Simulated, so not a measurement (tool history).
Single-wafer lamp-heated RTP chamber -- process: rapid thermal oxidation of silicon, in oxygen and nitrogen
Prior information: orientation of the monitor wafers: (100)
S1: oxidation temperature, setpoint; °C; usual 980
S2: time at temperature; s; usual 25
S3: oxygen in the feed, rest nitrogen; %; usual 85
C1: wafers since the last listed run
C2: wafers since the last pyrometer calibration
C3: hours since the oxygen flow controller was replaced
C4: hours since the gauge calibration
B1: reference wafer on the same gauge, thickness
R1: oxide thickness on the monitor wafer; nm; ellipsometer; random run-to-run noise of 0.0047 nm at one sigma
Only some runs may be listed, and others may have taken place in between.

run,hour,S1,S2,S3,C1,C2,C3,C4,B1,R1
1,0.0,980,25,85,0,5973,4933.9,34.7,3.019,3.300
2,15.4,980,25,85,117,6091,4949.3,50.1,3.021,3.296
3,29.4,980,25,85,106,6198,4963.3,64.1,3.022,3.298
4,61.7,980,25,85,246,6444,4995.6,96.4,3.020,3.305
5,76.9,980,25,85,116,6561,5010.8,111.6,3.020,3.303
6,84.4,980,25,85,57,6618,5018.3,119.1,3.020,3.301
7,96.3,980,25,85,90,6709,5030.2,131.0,3.021,3.308
8,110.0,980,30,85,104,6813,5043.9,144.7,3.020,3.534
# hour 123.5: oxygen flow controller replaced
9,124.3,980,30,85,48,6861,0.8,159.0,3.020,3.540
10,135.3,1002,34,85,83,6945,11.8,170.0,3.022,4.325
# hour 142.2: gauge calibrated
11,144.3,995,25,64,68,7014,20.8,2.1,3.020,3.336
# hour 161.0: pyrometer window cleaned and pyrometer calibrated
12,161.5,980,25,85,70,4,38.0,19.3,3.020,3.159
13,172.9,980,19,98,87,91,49.4,30.7,3.021,2.994
14,185.4,980,17,85,95,186,61.9,43.2,3.021,2.799
15,201.6,959,25,60,123,310,78.1,59.4,3.021,2.614
16,212.5,980,25,85,83,393,89.0,70.3,3.020,3.191
17,218.9,980,28,85,48,442,95.4,76.7,3.020,3.330
18,226.5,968,25,72,58,500,103.0,84.3,3.019,2.848

List, for all runs, the conditions of the tool that the log does not record:
deviation of the oxygen flow from its setpoint, %: 0, the same for each run
gauge reads high (%): 0, the same for each run
H1: true wafer temperature minus pyrometer reading, K
run,H1
1,6.78
2,6.8
3,6.82
4,6.86
5,6.88
6,6.88
7,6.9
8,6.91
9,6.93
10,6.94
11,6.94
12,0.324
13,0.587
14,0.864
15,1.2
16,1.42
17,1.55
18,1.69
